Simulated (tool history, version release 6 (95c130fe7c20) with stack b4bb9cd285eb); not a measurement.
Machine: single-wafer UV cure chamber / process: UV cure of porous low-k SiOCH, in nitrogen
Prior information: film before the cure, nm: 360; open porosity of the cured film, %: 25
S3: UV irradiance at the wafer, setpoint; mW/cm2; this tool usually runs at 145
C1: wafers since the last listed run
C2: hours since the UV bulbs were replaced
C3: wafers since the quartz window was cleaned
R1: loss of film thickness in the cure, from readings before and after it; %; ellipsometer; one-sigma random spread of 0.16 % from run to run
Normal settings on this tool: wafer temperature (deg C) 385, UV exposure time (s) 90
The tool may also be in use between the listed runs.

run 1 hour=0.0 | wafer_temperature_(deg_C)=385 UV_exposure_time_(s)=90 S3=169 | C1=0 C2=578.0 C3=1812 | R1=10.458
run 2 hour=27.7 | wafer_temperature_(deg_C)=385 UV_exposure_time_(s)=90 S3=169 | C1=240 C2=605.7 C3=2052 | R1=10.347
run 3 hour=80.5 | wafer_temperature_(deg_C)=385 UV_exposure_time_(s)=90 S3=169 | C1=458 C2=658.5 C3=2510 | R1=10.422
run 4 hour=118.5 | wafer_temperature_(deg_C)=385 UV_exposure_time_(s)=90 S3=145 | C1=329 C2=696.5 C3=2840 | R1=9.989
run 5 hour=151.9 | wafer_temperature_(deg_C)=385 UV_exposure_time_(s)=90 S3=145 | C1=289 C2=729.9 C3=3130 | R1=9.601
-- hour=177.6 quartz window cleaned
run 6 hour=220.2 | wafer_temperature_(deg_C)=385 UV_exposure_time_(s)=90 S3=145 | C1=523 C2=798.2 C3=369 | R1=9.712
run 7 hour=276.7 | wafer_temperature_(deg_C)=400 UV_exposure_time_(s)=90 S3=165 | C1=490 C2=854.7 C3=860 | R1=10.488
run 8 hour=328.1 | wafer_temperature_(deg_C)=400 UV_exposure_time_(s)=90 S3=165 | C1=445 C2=906.1 C3=1306 | R1=10.316
run 9 hour=381.2 | wafer_temperature_(deg_C)=400 UV_exposure_time_(s)=90 S3=165 | C1=460 C2=959.2 C3=1766 | R1=10.461
run 10 hour=441.2 | wafer_temperature_(deg_C)=385 UV_exposure_time_(s)=90 S3=145 | C1=520 C2=1019.2 C3=2287 | R1=9.526
run 11 hour=478.6 | wafer_temperature_(deg_C)=385 UV_exposure_time_(s)=90 S3=145 | C1=324 C2=1056.6 C3=2611 | R1=9.627
run 12 hour=524.1 | wafer_temperature_(deg_C)=385 UV_exposure_time_(s)=90 S3=145 | C1=394 C2=1102.1 C3=3006 | R1=9.517
run 13 hour=591.1 | wafer_temperature_(deg_C)=385 UV_exposure_time_(s)=115 S3=145 | C1=581 C2=1169.1 C3=3587 | R1=10.475
run 14 hour=636.0 | wafer_temperature_(deg_C)=385 UV_exposure_time_(s)=115 S3=145 | C1=389 C2=1214.0 C3=3977 | R1=10.732
-- hour=676.6 quartz window cleaned
run 15 hour=691.1 | wafer_temperature_(deg_C)=385 UV_exposure_time_(s)=115 S3=145 | C1=408 C2=1269.1 C3=125 | R1=10.666
run 16 hour=754.1 | wafer_temperature_(deg_C)=385 UV_exposure_time_(s)=130 S3=158 | C1=546 C2=1332.1 C3=672 | R1=11.397
run 17 hour=792.9 | wafer_temperature_(deg_C)=385 UV_exposure_time_(s)=130 S3=158 | C1=336 C2=1370.9 C3=1008 | R1=11.634
run 18 hour=964.9 | wafer_temperature_(deg_C)=385 UV_exposure_time_(s)=130 S3=158 | C1=1492 C2=1542.9 C3=2501 | R1=11.676
run 19 hour=1015.4 | wafer_temperature_(deg_C)=385 UV_exposure_time_(s)=110 S3=145 | C1=438 C2=1593.4 C3=2939 | R1=10.220
run 20 hour=1045.7 | wafer_temperature_(deg_C)=392 UV_exposure_time_(s)=90 S3=145 | C1=262 C2=1623.7 C3=3202 | R1=9.274
run 21 hour=1106.9 | wafer_temperature_(deg_C)=370 UV_exposure_time_(s)=115 S3=118 | C1=531 C2=1684.9 C3=3733 | R1=9.047
run 22 hour=1140.9 | wafer_temperature_(deg_C)=385 UV_exposure_time_(s)=90 S3=145 | C1=295 C2=1718.9 C3=4028 | R1=9.115
-- hour=1155.7 quartz window cleaned
run 23 hour=1209.3 | wafer_temperature_(deg_C)=378 UV_exposure_time_(s)=40 S3=145 | C1=524 C2=1787.3 C3=465 | R1=5.709
run 24 hour=1274.4 | wafer_temperature_(deg_C)=375 UV_exposure_time_(s)=90 S3=161 | C1=564 C2=1852.4 C3=1030 | R1=9.396
run 25 hour=1313.0 | wafer_temperature_(deg_C)=385 UV_exposure_time_(s)=90 S3=145 | C1=334 C2=1891.0 C3=1365 | R1=9.161
-- hour=1374.1 UV bulbs replaced
run 26 hour=1374.6 | wafer_temperature_(deg_C)=404 UV_exposure_time_(s)=90 S3=145 | C1=465 C2=0.5 C3=1830 | R1=9.839
run 27 hour=1403.3 | wafer_temperature_(deg_C)=394 UV_exposure_time_(s)=130 S3=130 | C1=249 C2=29.2 C3=2079 | R1=11.270
run 28 hour=1465.2 | wafer_temperature_(deg_C)=369 UV_exposure_time_(s)=90 S3=145 | C1=537 C2=91.1 C3=2616 | R1=9.461
-- hour=1554.9 quartz window cleaned
run 29 hour=1673.6 | wafer_temperature_(deg_C)=400 UV_exposure_time_(s)=90 S3=165 | C1=1738 C2=299.5 C3=1029 | R1=10.662
run 30 hour=1810.5 | wafer_temperature_(deg_C)=372 UV_exposure_time_(s)=90 S3=107 | C1=1187 C2=436.4 C3=2217 | R1=8.049
run 31 hour=1835.9 | wafer_temperature_(deg_C)=375 UV_exposure_time_(s)=130 S3=145 | C1=220 C2=461.8 C3=2438 | R1=11.262
run 32 hour=1866.6 | wafer_temperature_(deg_C)=375 UV_exposure_time_(s)=90 S3=145 | C1=266 C2=492.5 C3=2704 | R1=9.551
run 33 hour=1921.3 | wafer_temperature_(deg_C)=385 UV_exposure_time_(s)=50 S3=145 | C1=474 C2=547.2 C3=3179 | R1=6.960
run 34 hour=1976.7 | wafer_temperature_(deg_C)=375 UV_exposure_time_(s)=140 S3=145 | C1=480 C2=602.6 C3=3659 | R1=11.565
-- hour=1997.5 quartz window cleaned
run 35 hour=2016.0 | wafer_temperature_(deg_C)=385 UV_exposure_time_(s)=90 S3=145 | C1=271 C2=641.9 C3=160 | R1=9.852
run 36 hour=2060.9 | wafer_temperature_(deg_C)=385 UV_exposure_time_(s)=40 S3=145 | C1=389 C2=686.8 C3=550 | R1=6.066
run 37 hour=2178.8 | wafer_temperature_(deg_C)=385 UV_exposure_time_(s)=125 S3=133 | C1=1022 C2=804.7 C3=1573 | R1=10.514
run 38 hour=2249.2 | wafer_temperature_(deg_C)=404 UV_exposure_time_(s)=125 S3=112 | C1=610 C2=875.1 C3=2184 | R1=10.092

For each run, what was the tool's unlogged condition?
transmission lost against a clean window, %: 0 in every run
H1: lamp output below its setpoint, %
run=1 H1=1.86
run=2 H1=1.99
run=3 H1=2.25
run=4 H1=2.45
run=5 H1=2.63
run=6 H1=3.03
run=7 H1=3.4
run=8 H1=3.75
run=9 H1=4.13
run=10 H1=4.59
run=11 H1=4.89
run=12 H1=5.27
run=13 H1=5.86
run=14 H1=6.28
run=15 H1=6.81
run=16 H1=7.44
run=17 H1=7.85
run=18 H1=9.79
run=19 H1=10.4
run=20 H1=10.8
run=21 H1=11.6
run=22 H1=12
run=23 H1=12.9
run=24 H1=13.9
run=25 H1=14.4
run=26 H1=1.79
run=27 H1=1.79
run=28 H1=1.82
run=29 H1=2.13
run=30 H1=2.52
run=31 H1=2.61
run=32 H1=2.73
run=33 H1=2.95
run=34 H1=3.19
run=35 H1=3.38
run=36 H1=3.61
run=37 H1=4.29
run=38 H1=4.75
